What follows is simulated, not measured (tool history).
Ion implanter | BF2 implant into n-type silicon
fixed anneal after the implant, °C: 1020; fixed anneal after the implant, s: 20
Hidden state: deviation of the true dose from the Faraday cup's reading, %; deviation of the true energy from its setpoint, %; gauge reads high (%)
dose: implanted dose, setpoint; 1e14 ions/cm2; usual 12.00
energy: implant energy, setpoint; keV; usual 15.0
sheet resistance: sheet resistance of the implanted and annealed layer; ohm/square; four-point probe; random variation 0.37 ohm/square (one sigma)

run   hour   dose  energy  wafers since the last listed run  hours since the last dose calibration  hours since the extraction supply was calibrated  hours since the gauge calibration  read-back reference wafer on the same gauge, sheet resistance  sheet resistance
  1    0.0  12.00    18.0                                 0                                  430.9                                            3611.5                              305.1                                                         200.13            158.59
  2   10.8  12.00    18.0                               176                                  441.7                                            3622.3                              315.9                                                         200.13            159.18
  3   26.9  11.01    15.0                               263                                  457.8                                            3638.4                              332.0                                                         200.00            174.87
  4   41.1  11.01    15.0                               232                                  472.0                                            3652.6                              346.2                                                         200.05            174.13
  5   47.7  11.01    15.0                               108                                  478.6                                            3659.2                              352.8                                                         200.06            175.12
  6   59.5  12.00    11.0                               193                                  490.4                                            3671.0                              364.6                                                         199.99            185.31
  7   69.1  12.00    11.0                               157                                  500.0                                            3680.6                              374.2                                                         199.99            185.06
  8   77.4  12.00    11.0                               135                                  508.3                                            3688.9                              382.5                                                         200.01            185.45
  9   89.8  12.00    14.0                               202                                  520.7                                            3701.3                              394.9                                                         199.88            173.02
 10  103.9  12.00    14.0                               230                                  534.8                                            3715.4                              409.0                                                         200.06            173.30
 11  113.1  12.00    14.0                               150                                  544.0                                            3724.6                              418.2                                                         200.05            173.17
 12  126.3  12.00    15.0                               216                                  557.2                                            3737.8                              431.4                                                         200.02            169.69
 13  139.3  12.00    15.0                               212                                  570.2                                            3750.8                              444.4                                                         200.00            169.52
 14  146.3  12.00    15.0                               114                                  577.2                                            3757.8                              451.4                                                         200.06            170.23
     182.8  -- gauge calibrated
 15  187.2  12.00    15.0                               669                                  618.1                                            3798.7                                4.4                                                         200.06            170.58
     221.0  -- Faraday cup replaced and dose calibrated
 16  229.6  12.00    15.0                               563                                    8.6                                            3841.1                               46.8                                                         199.93            167.24
 17  246.2  12.00    15.0                               271                                   25.2                                            3857.7                               63.4                                                         199.98            168.23
 18  260.5  14.50    12.0                               234                                   39.5                                            3872.0                               77.7                                                         199.97            171.78
 19  271.2   8.77    18.0                               175                                   50.2                                            3882.7                               88.4                                                         200.00            179.64
 20  287.2  12.00    15.0                               261                                   66.2                                            3898.7                              104.4                                                         200.00            168.07
 21  304.7  10.43    10.5                               286                                   83.7                                            3916.2                              121.9                                                         199.92            194.88
 22  313.9  12.00    10.0                               150                                   92.9                                            3925.4                              131.1                                                         199.87            188.86
 23  328.9  14.36    13.5                               245                                  107.9                                            3940.4                              146.1                                                         200.04            166.38
 24  369.8   9.47    12.5                               669                                  148.8                                            3981.3                              187.0                                                         199.88            193.91

Run 25 comes next. What will it give?
 25  378.9  8.76    16.5                               148                                  157.9                                            3990.4                              196.1                                                              ?                 ?

Run 25 gave read-back reference wafer on the same gauge, sheet resistance 199.93, sheet resistance 184.42 ohm/square.
Without the tool's hidden state the same run would have given sheet resistance 183.18 ohm/square.

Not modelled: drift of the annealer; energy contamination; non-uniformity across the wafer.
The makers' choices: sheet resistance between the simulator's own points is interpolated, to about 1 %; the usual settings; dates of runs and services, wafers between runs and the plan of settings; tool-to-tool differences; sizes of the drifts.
